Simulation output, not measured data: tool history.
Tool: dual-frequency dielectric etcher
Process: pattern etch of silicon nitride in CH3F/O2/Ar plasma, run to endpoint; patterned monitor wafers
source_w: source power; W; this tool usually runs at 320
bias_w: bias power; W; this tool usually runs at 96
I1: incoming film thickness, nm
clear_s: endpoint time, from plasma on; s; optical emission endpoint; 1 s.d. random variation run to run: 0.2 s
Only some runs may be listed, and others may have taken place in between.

{"run": 1, "hour": 0.0, "source_w": 340, "bias_w": 96, "I1": 31.42, "clear_s": 39.3}
{"run": 2, "hour": 36.0, "source_w": 340, "bias_w": 96, "I1": 31.42, "clear_s": 39.4}
{"run": 3, "hour": 142.1, "source_w": 340, "bias_w": 96, "I1": 31.38, "clear_s": 39.1}
{"hour": 207.4, "done": "wet clean of the chamber"}
{"run": 4, "hour": 211.5, "source_w": 320, "bias_w": 106, "I1": 31.23, "clear_s": 39}
{"run": 5, "hour": 249.6, "source_w": 320, "bias_w": 106, "I1": 31.1, "clear_s": 39.3}
{"run": 6, "hour": 273.9, "source_w": 320, "bias_w": 106, "I1": 31.33, "clear_s": 39.4}
{"run": 7, "hour": 342.8, "source_w": 320, "bias_w": 96, "I1": 31.29, "clear_s": 40.6}
{"run": 8, "hour": 389.5, "source_w": 320, "bias_w": 96, "I1": 31.5, "clear_s": 40.5}
{"run": 9, "hour": 453.7, "source_w": 320, "bias_w": 96, "I1": 31.55, "clear_s": 40.3}
{"run": 10, "hour": 485.3, "source_w": 370, "bias_w": 96, "I1": 31.22, "clear_s": 37.9}
{"hour": 493.3, "done": "source power generator calibrated"}
{"run": 11, "hour": 664.9, "source_w": 340, "bias_w": 102, "I1": 30.92, "clear_s": 37.7}
{"run": 12, "hour": 692.6, "source_w": 240, "bias_w": 109, "I1": 31.33, "clear_s": 42.1}

Run 13 is up next; what results do you expect?
{"run": 13, "hour": 739.0, "source_w": 280, "bias_w": 96, "I1": 30.96, "clear_s": "?"}

Run 13 produced clear_s 41.2 s.
The same run, on a tool lacking any hidden state, would have yielded clear_s 42.6 s.
